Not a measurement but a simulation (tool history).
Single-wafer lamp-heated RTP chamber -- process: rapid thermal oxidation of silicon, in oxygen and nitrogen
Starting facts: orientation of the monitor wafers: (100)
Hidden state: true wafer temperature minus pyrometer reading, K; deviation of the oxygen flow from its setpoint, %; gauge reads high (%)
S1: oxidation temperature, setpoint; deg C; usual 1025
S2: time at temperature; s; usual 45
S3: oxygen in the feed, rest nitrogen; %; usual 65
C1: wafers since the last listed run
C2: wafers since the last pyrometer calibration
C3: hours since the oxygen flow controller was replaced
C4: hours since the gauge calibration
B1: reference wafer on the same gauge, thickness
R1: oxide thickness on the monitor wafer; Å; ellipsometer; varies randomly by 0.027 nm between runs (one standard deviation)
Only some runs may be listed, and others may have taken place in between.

run,hour,S1,S2,S3,C1,C2,C3,C4,B1,R1
1,0,1025,45,65,0,4081,4912.6,185.3,6.58,57.46
2,6.2,1025,45,65,59,4141,4918.8,191.5,6.583,57.53
3,47.1,1025,45,65,392,4534,4959.7,232.4,6.584,57.39
4,57.8,1025,36,86,102,4636,4970.4,243.1,6.573,58.15
5,68.1,1025,36,86,98,4735,4980.7,253.4,6.584,57.53
6,85.5,1025,36,86,167,4902,4998.1,270.8,6.575,57.23
7,95.8,1025,45,65,98,5001,5008.4,281.1,6.576,57.47
8,103.2,1025,45,65,71,5073,5015.8,288.5,6.574,57.24
9,120,1025,45,65,161,5234,5032.6,305.3,6.571,57.27
10,130.4,1048,45,72,99,5334,5043,315.7,6.585,70.3
11,137.7,1025,45,65,70,5404,5050.3,323,6.58,57.56
12,152.9,1025,45,65,146,5550,5065.5,338.2,6.586,57.55
13,168.2,1025,45,65,147,5697,5080.8,353.5,6.577,57.67
14,184.7,1025,45,65,158,5856,5097.3,370,6.579,57.59
15,195.6,1025,45,65,104,5960,5108.2,380.9,6.583,57.26
16,204,1025,45,65,80,6041,5116.6,389.3,6.577,58.17
17,220.7,1025,45,65,160,6202,5133.3,406,6.58,57.81
18,231.1,1025,45,65,99,6302,5143.7,416.4,6.58,57.53
19,245,1025,45,65,133,6435,5157.6,430.3,6.575,57.26
20,258.7,1025,45,56,131,6567,5171.3,444,6.588,54.66
# hour 273.9: pyrometer window cleaned and pyrometer calibrated
21,274.4,1049,45,65,73,4,5187,459.7,6.584,67.46
22,278.3,1036,35,65,37,41,5190.9,463.6,6.584,55.54
# hour 293.2: gauge calibrated
23,295.1,1025,45,65,161,203,5207.7,1.9,6.581,57.87
24,303.6,1025,45,65,81,284,5216.2,10.4,6.581,57.05
25,311.3,1050,29,65,73,358,5223.9,18.1,6.58,56.62
# hour 362.3: oxygen flow controller replaced
26,362.8,1025,45,65,417,776,0.5,69.6,6.576,58.01
27,365.8,1025,45,76,28,805,3.5,72.6,6.58,60.49
28,378.5,1025,45,65,122,927,16.2,85.3,6.591,57.47
29,386.4,1025,54,65,75,1003,24.1,93.2,6.587,61.95
30,395.6,1025,45,38,88,1092,33.3,102.4,6.571,48.25
31,407.5,1025,35,65,114,1206,45.2,114.3,6.585,51.32
32,424.4,1009,59,94,162,1368,62.1,131.2,6.585,65.29

Run 33 is up next; what results do you expect?
33,440.3,1015,24,65,152,1521,78,147.1,?,?

{"run 33": {"B1": 6.571, "R1": 41.22}}
Take away the tool's hidden state, keep the run-to-run variation as it was, and the same run would have given R1 41.22 Å.

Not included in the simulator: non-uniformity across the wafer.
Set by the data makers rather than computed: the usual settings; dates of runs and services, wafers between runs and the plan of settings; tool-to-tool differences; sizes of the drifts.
